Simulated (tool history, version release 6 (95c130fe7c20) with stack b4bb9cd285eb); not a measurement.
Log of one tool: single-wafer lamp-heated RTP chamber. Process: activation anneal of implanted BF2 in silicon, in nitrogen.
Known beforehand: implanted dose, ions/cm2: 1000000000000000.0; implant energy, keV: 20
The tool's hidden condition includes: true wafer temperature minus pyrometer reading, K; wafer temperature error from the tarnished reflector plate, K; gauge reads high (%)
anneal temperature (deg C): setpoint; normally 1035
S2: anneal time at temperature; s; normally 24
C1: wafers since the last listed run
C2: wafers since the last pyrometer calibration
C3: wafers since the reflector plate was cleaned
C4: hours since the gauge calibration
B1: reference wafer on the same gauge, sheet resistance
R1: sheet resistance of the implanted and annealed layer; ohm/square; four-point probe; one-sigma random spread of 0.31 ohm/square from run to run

{"run": 1, "hour": 0.0, "anneal temperature (deg C)": 1035, "S2": 24, "C1": 0, "C2": 3037, "C3": 3810, "C4": 272.4, "B1": 117.62, "R1": 146.51}
{"hour": 32.3, "done": "pyrometer window cleaned and pyrometer calibrated"}
{"run": 2, "hour": 32.8, "anneal temperature (deg C)": 1056, "S2": 24, "C1": 447, "C2": 9, "C3": 4258, "C4": 305.2, "B1": 117.66, "R1": 135.09}
{"run": 3, "hour": 63.6, "anneal temperature (deg C)": 1019, "S2": 24, "C1": 555, "C2": 565, "C3": 4813, "C4": 336, "B1": 117.77, "R1": 158.29}
{"run": 4, "hour": 97.2, "anneal temperature (deg C)": 1035, "S2": 31, "C1": 606, "C2": 1171, "C3": 5419, "C4": 369.6, "B1": 117.82, "R1": 142.64}
{"run": 5, "hour": 113.5, "anneal temperature (deg C)": 1053, "S2": 24, "C1": 293, "C2": 1465, "C3": 5713, "C4": 385.9, "B1": 117.88, "R1": 136.95}
{"run": 6, "hour": 140.0, "anneal temperature (deg C)": 1053, "S2": 24, "C1": 477, "C2": 1943, "C3": 6191, "C4": 412.4, "B1": 117.9, "R1": 137.19}
{"run": 7, "hour": 165.0, "anneal temperature (deg C)": 1035, "S2": 24, "C1": 450, "C2": 2394, "C3": 6642, "C4": 437.4, "B1": 117.98, "R1": 147.2}
{"run": 8, "hour": 184.0, "anneal temperature (deg C)": 1035, "S2": 24, "C1": 342, "C2": 2736, "C3": 6985, "C4": 456.4, "B1": 118.02, "R1": 147.02}
{"run": 9, "hour": 196.6, "anneal temperature (deg C)": 1035, "S2": 24, "C1": 227, "C2": 2963, "C3": 7212, "C4": 469, "B1": 118.09, "R1": 146.63}
{"run": 10, "hour": 220.9, "anneal temperature (deg C)": 1054, "S2": 24, "C1": 438, "C2": 3402, "C3": 7650, "C4": 493.3, "B1": 118.11, "R1": 136.72}
{"hour": 235.4, "done": "gauge calibrated"}
{"hour": 240.2, "done": "reflector plate cleaned"}
{"run": 11, "hour": 243.6, "anneal temperature (deg C)": 1054, "S2": 24, "C1": 265, "C2": 3667, "C3": 60, "C4": 8.2, "B1": 117.05, "R1": 134.93}
{"hour": 254.4, "done": "pyrometer window cleaned and pyrometer calibrated"}
{"run": 12, "hour": 274.0, "anneal temperature (deg C)": 1054, "S2": 24, "C1": 404, "C2": 352, "C3": 464, "C4": 38.6, "B1": 117.11, "R1": 135.46}
{"run": 13, "hour": 305.3, "anneal temperature (deg C)": 1035, "S2": 18, "C1": 564, "C2": 917, "C3": 1029, "C4": 69.9, "B1": 117.16, "R1": 151.53}
{"run": 14, "hour": 331.5, "anneal temperature (deg C)": 1024, "S2": 16, "C1": 472, "C2": 1390, "C3": 1502, "C4": 96.1, "B1": 117.23, "R1": 162.32}
{"run": 15, "hour": 363.6, "anneal temperature (deg C)": 1058, "S2": 34, "C1": 578, "C2": 1969, "C3": 2081, "C4": 128.2, "B1": 117.3, "R1": 128.2}
{"run": 16, "hour": 382.3, "anneal temperature (deg C)": 1060, "S2": 24, "C1": 337, "C2": 2306, "C3": 2418, "C4": 146.9, "B1": 117.34, "R1": 132.15}
{"run": 17, "hour": 408.3, "anneal temperature (deg C)": 1016, "S2": 32, "C1": 468, "C2": 2775, "C3": 2887, "C4": 172.9, "B1": 117.44, "R1": 153.6}
{"run": 18, "hour": 438.8, "anneal temperature (deg C)": 1043, "S2": 24, "C1": 550, "C2": 3325, "C3": 3437, "C4": 203.4, "B1": 117.49, "R1": 142.06}
{"hour": 457.1, "done": "pyrometer window cleaned and pyrometer calibrated"}
{"run": 19, "hour": 460.1, "anneal temperature (deg C)": 1035, "S2": 24, "C1": 239, "C2": 53, "C3": 3677, "C4": 224.7, "B1": 117.49, "R1": 146.8}
{"run": 20, "hour": 476.9, "anneal temperature (deg C)": 1035, "S2": 24, "C1": 303, "C2": 356, "C3": 3980, "C4": 241.5, "B1": 117.59, "R1": 146.18}
{"run": 21, "hour": 488.9, "anneal temperature (deg C)": 1035, "S2": 24, "C1": 216, "C2": 572, "C3": 4196, "C4": 253.5, "B1": 117.55, "R1": 146.49}
{"run": 22, "hour": 586.4, "anneal temperature (deg C)": 1024, "S2": 17, "C1": 1758, "C2": 2331, "C3": 5955, "C4": 351, "B1": 117.76, "R1": 162.01}
{"run": 23, "hour": 614.5, "anneal temperature (deg C)": 1012, "S2": 37, "C1": 506, "C2": 2838, "C3": 6462, "C4": 379.1, "B1": 117.85, "R1": 154.25}
{"run": 24, "hour": 647.2, "anneal temperature (deg C)": 1050, "S2": 24, "C1": 589, "C2": 3427, "C3": 7051, "C4": 411.8, "B1": 117.89, "R1": 138.86}

Here are 3 independent what-if runs from the current tool condition. What would each one return?
{"run": "A", "hour": 647.6, "anneal temperature (deg C)": 1035, "S2": 12, "C1": 7, "C2": 3435, "C3": 7059, "C4": 412.2, "B1": "?", "R1": "?"}
{"run": "B", "hour": 647.6, "anneal temperature (deg C)": 1026, "S2": 24, "C1": 7, "C2": 3435, "C3": 7059, "C4": 412.2, "B1": "?", "R1": "?"}
{"run": "C", "hour": 647.6, "anneal temperature (deg C)": 1035, "S2": 37, "C1": 7, "C2": 3435, "C3": 7059, "C4": 412.2, "B1": "?", "R1": "?"}

run=A B1=117.94 R1=160.45
run=B B1=117.94 R1=152.94
run=C B1=117.94 R1=139.44
Without the tool's hidden state the same runs would have given:
run=A R1=159.17
run=B R1=151.73
run=C R1=138.33
